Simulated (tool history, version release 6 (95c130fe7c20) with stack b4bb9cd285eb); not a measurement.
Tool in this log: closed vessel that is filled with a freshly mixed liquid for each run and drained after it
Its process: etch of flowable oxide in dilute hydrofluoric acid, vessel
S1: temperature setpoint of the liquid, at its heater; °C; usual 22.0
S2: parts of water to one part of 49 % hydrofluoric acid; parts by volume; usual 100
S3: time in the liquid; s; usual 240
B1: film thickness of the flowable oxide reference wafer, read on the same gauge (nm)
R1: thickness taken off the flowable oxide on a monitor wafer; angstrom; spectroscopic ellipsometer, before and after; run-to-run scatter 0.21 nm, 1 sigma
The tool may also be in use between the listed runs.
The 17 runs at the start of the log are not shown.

run     day    S1   S2   S3      B1      R1
      8.721  -- thermometer replaced
 18   8.742  26.5  150  240  110.00   302.3
 19   9.312  25.0  100  240  109.98   460.0
 20   9.996  20.0  100  175  110.04   273.2
 21  10.283  22.0  100  145  110.02   246.5
 22  11.025  22.0  100  240  110.02   409.4
 23  11.304  22.0  100  240  110.00   409.3
     12.000  -- hydrofluoric acid flow meter replaced
 24  12.021  26.0  100  240  110.03   560.6
 25  12.629  20.0   60  240  110.02   763.8
 26  13.333  22.0  100  240  109.94   475.3
 27  14.042  22.0   60  240  109.98   829.8
 28  14.358  22.0   75  355  109.98   970.8
 29  14.738  22.0   50  240  109.98  1022.7
 30  15.288  22.0  150  240  109.99   301.6
 31  15.750  22.0  100  240  109.97   475.9
 32  16.450  22.0  135  240  110.02   336.2
 33  17.308  22.0  100  240  110.03   476.5
     17.675  -- gauge calibrated
 34  18.904  17.5   55  355  109.99  1117.1

Predict each of these 3 candidate next runs independently; none follows another, all start after run 34:
  A  18.933  24.5  100  240   ?   ?
  B  18.933  26.0  140  345   ?   ?
  C  18.933  25.0  115  320   ?   ?

run      B1     R1
  A  110.02  526.8
  B  110.02  544.9
  C  110.02  611.1
Without the tool's hidden state the same runs would have given:
run     R1
  A  524.0
  B  542.8
  C  608.2

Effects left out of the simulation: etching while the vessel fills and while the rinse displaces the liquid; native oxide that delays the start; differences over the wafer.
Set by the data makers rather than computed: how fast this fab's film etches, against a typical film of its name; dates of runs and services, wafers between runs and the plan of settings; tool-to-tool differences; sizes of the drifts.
